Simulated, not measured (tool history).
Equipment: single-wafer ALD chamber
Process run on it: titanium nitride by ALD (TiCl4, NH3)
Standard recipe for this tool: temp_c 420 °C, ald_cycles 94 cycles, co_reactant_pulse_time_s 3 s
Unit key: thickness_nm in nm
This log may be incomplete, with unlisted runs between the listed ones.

run,hour,temp_c,ald_cycles,co_reactant_pulse_time_s,wafers since the last listed run,hours since the last thermocouple change,hours since the showerhead was replaced,hours since the gauge calibration,"read-back reference wafer on the same gauge, thickness_nm",thickness_nm
1,0,420,94,3,0,1523.1,1857,773.9,2.256,2.364
2,49.4,420,94,3,90,1572.5,1906.4,823.3,2.258,2.344
3,118.8,420,94,3,127,1641.9,1975.8,892.7,2.259,2.361
4,180.4,420,94,3,113,1703.5,2037.4,954.3,2.256,2.349
5,229.6,420,94,3,90,1752.7,2086.6,1003.5,2.256,2.344
6,281.6,420,94,3,95,1804.7,2138.6,1055.5,2.261,2.359
7,329.7,420,94,3,88,1852.8,2186.7,1103.6,2.26,2.359
8,378.4,420,94,3,89,1901.5,2235.4,1152.3,2.262,2.35
9,442.1,420,94,3,117,1965.2,2299.1,1216,2.261,2.356
10,491.8,420,94,3,91,2014.9,2348.8,1265.7,2.262,2.357
11,557.5,420,94,3,120,2080.6,2414.5,1331.4,2.264,2.355
12,617.4,420,94,3,110,2140.5,2474.4,1391.3,2.267,2.364
13,670.5,420,94,3,97,2193.6,2527.5,1444.4,2.271,2.356
# hour 716.2: showerhead replaced
14,725.8,420,94,3,87,2248.9,9.6,1499.7,2.269,2.365
15,771.3,420,94,3,83,2294.4,55.1,1545.2,2.271,2.372
16,814.3,420,94,3,79,2337.4,98.1,1588.2,2.271,2.366
17,844.8,420,94,3.34,56,2367.9,128.6,1618.7,2.276,2.379
# hour 893.1: gauge calibrated
18,906.6,420,94,3.34,113,2429.7,190.4,13.5,2.25,2.352
19,934.4,420,94,3.34,51,2457.5,218.2,41.3,2.25,2.342
# hour 968.5: thermocouple changed; heater temperature recalibrated
20,1105.2,428,111,3.62,299,136.7,389,212.1,2.248,2.771
21,1151.3,415,94,3,84,182.8,435.1,258.2,2.248,2.335
22,1181.5,433,80,3.55,55,213,465.3,288.4,2.249,1.997
23,1221.4,413,100,2.69,73,252.9,505.2,328.3,2.252,2.485
24,1269.2,420,94,3,87,300.7,553,376.1,2.249,2.336
25,1311.7,431,84,3,78,343.2,595.5,418.6,2.249,2.092
26,1372,414,76,3.43,110,403.5,655.8,478.9,2.251,1.895
27,1443,420,94,3,130,474.5,726.8,549.9,2.254,2.35
28,1507.3,413,94,3,118,538.8,791.1,614.2,2.255,2.332
29,1535,416,89,3.51,50,566.5,818.8,641.9,2.252,2.231
30,1565.1,431,94,3.48,55,596.6,848.9,672,2.255,2.357
31,1622.5,420,75,3.53,105,654,906.3,729.4,2.252,1.888
32,1670.5,409,94,3,88,702,954.3,777.4,2.255,2.34
33,1703.1,420,94,3,59,734.6,986.9,810,2.256,2.361
34,1730.7,420,84,3.38,50,762.2,1014.5,837.6,2.256,2.114
35,1763.2,413,83,3.69,59,794.7,1047,870.1,2.256,2.076
36,1791.8,407,109,3,52,823.3,1075.6,898.7,2.257,2.73
37,1857.9,420,100,3,121,889.4,1141.7,964.8,2.259,2.507
38,1910,420,78,3,95,941.5,1193.8,1016.9,2.257,1.947
39,1965,420,94,3,101,996.5,1248.8,1071.9,2.26,2.352

For each run, what was the tool's unlogged condition?
wafer temperature above the value expected at the setpoint (K): 0 on each run
H1: gauge reads high (%)
run,H1
1,0.242
2,0.272
3,0.316
4,0.359
5,0.395
6,0.435
7,0.474
8,0.515
9,0.572
10,0.618
11,0.682
12,0.743
13,0.8
14,0.861
15,0.913
16,0.963
17,1
18,-0.0233
19,-0.0227
20,-0.00649
21,0.00164
22,0.00782
23,0.017
24,0.0297
25,0.0423
26,0.0626
27,0.09
28,0.118
29,0.131
30,0.146
31,0.176
32,0.203
33,0.223
34,0.24
35,0.26
36,0.279
37,0.326
38,0.364
39,0.407
